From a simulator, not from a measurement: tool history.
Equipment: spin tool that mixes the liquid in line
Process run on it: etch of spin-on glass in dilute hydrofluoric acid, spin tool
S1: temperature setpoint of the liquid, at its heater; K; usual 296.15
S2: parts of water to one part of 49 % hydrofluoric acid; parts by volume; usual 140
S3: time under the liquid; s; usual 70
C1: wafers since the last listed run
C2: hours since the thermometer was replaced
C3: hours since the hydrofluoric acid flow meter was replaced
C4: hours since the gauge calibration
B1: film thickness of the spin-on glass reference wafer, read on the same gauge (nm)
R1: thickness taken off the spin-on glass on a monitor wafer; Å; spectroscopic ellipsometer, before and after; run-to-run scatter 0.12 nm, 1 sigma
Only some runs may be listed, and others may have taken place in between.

run,hour,S1,S2,S3,C1,C2,C3,C4,B1,R1
1,0,296.15,140,100,0,20,277.5,646.4,139.99,239.3
2,13.9,293.65,140,70,103,33.9,291.4,660.3,140.02,152
3,28.8,293.65,140,70,111,48.8,306.3,675.2,139.98,152.2
4,46.3,293.65,140,70,130,66.3,323.8,692.7,139.99,150.5
5,54.9,296.15,140,70,64,74.9,332.4,701.3,140.01,168.3
# hour 60.7: gauge calibrated
6,64.2,296.15,140,70,69,84.2,341.7,3.5,140.03,168.1
7,76.9,296.15,140,90,94,96.9,354.4,16.2,140,215.4
8,94.2,296.15,140,90,129,114.2,371.7,33.5,140.01,217.6
9,100.6,296.15,120,70,47,120.6,378.1,39.9,140.02,199.8
10,106.6,294.15,195,90,44,126.6,384.1,45.9,140,134.2
11,113.3,291.15,140,70,50,133.3,390.8,52.6,139.99,136.8
12,124.9,296.15,140,70,86,144.9,402.4,64.2,140.01,167.1
13,139.5,292.15,105,90,109,159.5,417,78.8,139.99,253.3
14,147.9,294.15,195,55,62,167.9,425.4,87.2,140.01,82.2
15,154.5,294.65,90,60,49,174.5,432,93.8,140,220
16,172.4,296.15,100,55,133,192.4,449.9,111.7,140,193.9
17,190.6,296.15,140,70,135,210.6,468.1,129.9,140.03,167.5
18,203.9,296.15,140,70,99,223.9,481.4,143.2,139.98,166.5
19,211.4,296.15,195,45,56,231.4,488.9,150.7,140.01,72.5
20,218.3,299.65,140,70,51,238.3,495.8,157.6,139.98,192.5
# hour 230.3: hydrofluoric acid flow meter replaced
21,234,291.15,140,70,109,254,3.7,173.3,139.99,137.3
22,240.8,292.15,120,60,50,260.8,10.5,180.1,140.01,145.6
23,257.1,298.65,170,95,121,277.1,26.8,196.4,139.99,195.4
24,266.4,296.15,140,70,69,286.4,36.1,205.7,140.02,168.1
25,275.8,296.15,140,70,70,295.8,45.5,215.1,140,167.5
26,288.1,298.65,100,85,91,308.1,57.8,227.4,139.98,330.5
27,303.9,296.15,140,110,117,323.9,73.6,243.2,140.01,263.9
28,320.7,296.15,140,95,125,340.7,90.4,260,139.98,223.8
29,335.3,300.15,140,70,109,355.3,105,274.6,140,195.9
30,344,294.65,140,70,64,364,113.7,283.3,140,158.6
31,355.8,297.65,140,35,88,375.8,125.5,295.1,140.01,89.8

Predict the results of run 32:
32,362.1,296.15,140,70,47,382.1,131.8,301.4,?,?

B1: 140.02
R1: 168.1 Å
Without the tool's hidden state the same run would have given R1 168.1 Å.
